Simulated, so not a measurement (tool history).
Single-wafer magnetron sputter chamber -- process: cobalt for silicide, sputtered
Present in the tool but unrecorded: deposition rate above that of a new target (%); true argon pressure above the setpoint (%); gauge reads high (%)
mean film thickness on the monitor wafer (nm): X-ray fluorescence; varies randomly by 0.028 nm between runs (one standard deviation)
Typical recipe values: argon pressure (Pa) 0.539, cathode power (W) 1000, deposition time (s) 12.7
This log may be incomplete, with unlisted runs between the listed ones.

| run | day | argon pressure (Pa) | cathode power (W) | deposition time (s) | wafers since the last listed run | wafers on the sputter target | hours since the last manometer calibration | hours since the magnet pack was replaced | hours since the gauge calibration | read-back reference wafer on the same gauge, thickness_nm | mean film thickness on the monitor wafer (nm) |
|---|---|---|---|---|---|---|---|---|---|---|---|
| 1 | 0 | 0.539 | 1000 | 12.7 | 0 | 337 | 1607.7 | 12561.5 | 317.1 | 5.302 | 6.496 |
| 2 | 1.054 | 0.539 | 1000 | 11.8 | 545 | 882 | 1633 | 12586.8 | 342.4 | 5.31 | 5.998 |
| 3 | 3.338 | 0.539 | 1000 | 11.8 | 1181 | 2063 | 1687.8 | 12641.6 | 397.2 | 5.305 | 6.008 |
| 4 | 6.15 | 0.539 | 1000 | 12.7 | 1454 | 3518 | 1755.3 | 12709.1 | 464.7 | 5.312 | 6.426 |
| 5 | 7.35 | 0.539 | 1000 | 12.7 | 620 | 4139 | 1784.1 | 12737.9 | 493.5 | 5.31 | 6.453 |
| 6 | 8.904 | 0.539 | 1000 | 12.7 | 803 | 4943 | 1821.4 | 12775.2 | 530.8 | 5.31 | 6.487 |
| 7 | 11.183 | 0.539 | 1000 | 12.7 | 1179 | 6122 | 1876.1 | 12829.9 | 585.5 | 5.307 | 6.448 |
|  | 18.95 | sputter target and shields replaced |
| 8 | 19.604 | 0.539 | 1100 | 12.7 | 4183 | 337 | 2078.2 | 13032 | 787.6 | 5.307 | 6.948 |
| 9 | 20.754 | 0.539 | 1100 | 12.7 | 594 | 932 | 2105.8 | 13059.6 | 815.2 | 5.315 | 6.93 |
| 10 | 22.142 | 0.539 | 1000 | 12.7 | 717 | 1650 | 2139.1 | 13092.9 | 848.5 | 5.308 | 6.478 |
| 11 | 23.662 | 0.539 | 1000 | 12.7 | 786 | 2436 | 2175.6 | 13129.4 | 885 | 5.311 | 6.506 |
| 12 | 24.958 | 0.442 | 1000 | 12.7 | 670 | 3107 | 2206.7 | 13160.5 | 916.1 | 5.312 | 6.666 |
| 13 | 26.867 | 0.539 | 1000 | 12.7 | 987 | 4094 | 2252.5 | 13206.3 | 961.9 | 5.307 | 6.464 |
|  | 27.379 | magnet pack replaced |
| 14 | 28.171 | 0.539 | 800 | 12.7 | 502 | 4596 | 2283.8 | 19 | 993.2 | 5.307 | 5.633 |
| 15 | 30.862 | 0.65 | 1000 | 14.9 | 1392 | 5989 | 2348.4 | 83.6 | 1057.8 | 5.311 | 7.31 |
| 16 | 32.8 | 0.432 | 800 | 12.7 | 1002 | 6991 | 2394.9 | 130.1 | 1104.3 | 5.309 | 5.814 |
| 17 | 34.067 | 0.539 | 1000 | 12.7 | 655 | 7646 | 2425.3 | 160.5 | 1134.7 | 5.305 | 6.405 |
|  | 36.25 | sputter target and shields replaced |
| 18 | 36.738 | 0.539 | 1000 | 12.7 | 1209 | 251 | 2489.4 | 224.6 | 1198.8 | 5.307 | 6.436 |
| 19 | 38.721 | 0.45 | 1000 | 15.2 | 1025 | 1277 | 2537 | 272.2 | 1246.4 | 5.304 | 7.94 |
| 20 | 40.529 | 0.539 | 1150 | 12.7 | 935 | 2213 | 2580.4 | 315.6 | 1289.8 | 5.313 | 7.075 |
|  | 42.125 | capacitance manometer re-zeroed and calibrated |
| 21 | 42.625 | 0.625 | 850 | 12.7 | 911 | 3124 | 12 | 365.9 | 1340.1 | 5.309 | 5.663 |
| 22 | 44.558 | 0.539 | 850 | 12.7 | 1000 | 4124 | 58.4 | 412.3 | 1386.5 | 5.308 | 5.831 |
| 23 | 46.233 | 0.539 | 1000 | 12.7 | 866 | 4991 | 98.6 | 452.5 | 1426.7 | 5.307 | 6.449 |
| 24 | 50.717 | 0.539 | 850 | 12.7 | 2319 | 7310 | 206.2 | 560.1 | 1534.3 | 5.306 | 5.846 |
|  | 55.879 | sputter target and shields replaced |
|  | 55.946 | gauge calibrated |
| 25 | 59.558 | 0.539 | 1000 | 12.7 | 4401 | 1903 | 418.4 | 772.3 | 86.7 | 5.313 | 6.494 |
| 26 | 60.783 | 0.539 | 1100 | 13.4 | 633 | 2537 | 447.8 | 801.7 | 116.1 | 5.311 | 7.236 |
| 27 | 63.704 | 0.659 | 1000 | 12.7 | 1510 | 4048 | 517.9 | 871.8 | 186.2 | 5.304 | 6.191 |
| 28 | 66.296 | 0.539 | 1000 | 12.7 | 1340 | 5389 | 580.1 | 934 | 248.4 | 5.317 | 6.503 |
| 29 | 67.588 | 0.539 | 1000 | 15.1 | 668 | 6057 | 611.1 | 965 | 279.4 | 5.31 | 7.67 |
|  | 73.138 | sputter target and shields replaced |
| 30 | 73.225 | 0.539 | 900 | 12.7 | 2743 | 44 | 746.4 | 1100.3 | 414.7 | 5.305 | 6.066 |
| 31 | 75.088 | 0.452 | 1000 | 11.7 | 963 | 1008 | 791.1 | 1145 | 459.4 | 5.299 | 6.154 |
| 32 | 77.596 | 0.539 | 1000 | 12.7 | 1297 | 2305 | 851.3 | 1205.2 | 519.6 | 5.3 | 6.404 |
| 33 | 79.975 | 0.424 | 1000 | 13.9 | 1230 | 3536 | 908.4 | 1262.3 | 576.7 | 5.309 | 7.336 |
| 34 | 82.388 | 0.624 | 1250 | 12.7 | 1248 | 4784 | 966.3 | 1320.2 | 634.6 | 5.311 | 7.368 |

The tool's hidden state at each run:
deposition rate above that of a new target (%): 0 at every run
true argon pressure above the setpoint (%): 0 at every run
gauge reads high (%): 0 at every run
